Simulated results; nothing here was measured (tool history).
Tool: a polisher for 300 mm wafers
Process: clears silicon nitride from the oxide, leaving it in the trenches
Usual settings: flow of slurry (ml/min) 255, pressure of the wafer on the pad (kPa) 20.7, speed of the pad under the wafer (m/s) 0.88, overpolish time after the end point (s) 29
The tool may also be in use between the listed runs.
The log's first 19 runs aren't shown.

run,hour,flow of slurry (ml/min),pressure of the wafer on the pad (kPa),speed of the pad under the wafer (m/s),overpolish time after the end point (s),wafers since the last listed run,wafers polished on this pad,hours since the slurry nozzle was cleaned,hours since the head pressure was calibrated,"incoming thickness of the incoming film, nm",time until the end point was called (s)
20,234.2,310,20.7,1.1,29,83,1300,198.4,1472.7,86.2,73.7
# hour 239: worn pad replaced by a new one
21,247.4,255,20.7,0.88,29,64,59,211.6,1485.9,86.9,96.6
# hour 254.3: head pressure recalibrated
22,264.8,255,18.6,0.88,29,108,168,229,10.5,84.3,107.8
23,271.6,255,20.7,0.88,29,48,216,235.8,17.3,84,95.5
# hour 274: slurry nozzle cleaned
24,278.2,230,20.7,0.88,36,39,255,4.2,23.9,84.6,89.7
25,285.5,325,20.7,0.88,29,51,307,11.5,31.2,83.6,84
26,294.2,255,23.4,0.88,29,61,368,20.2,39.9,85.2,77.6
27,304.8,255,16.5,1,29,74,443,30.8,50.5,84.3,95.4
28,316.5,255,20.7,0.62,29,82,526,42.5,62.2,85,128.4

The next listed run, before its measurement:
29,332.1,335,20.7,0.88,29,110,636,58.1,77.8,83.2,?

{"run 29": {"time until the end point was called (s)": 86}}
Without the tool's hidden state the same run would have given time until the end point was called (s) 84.6.
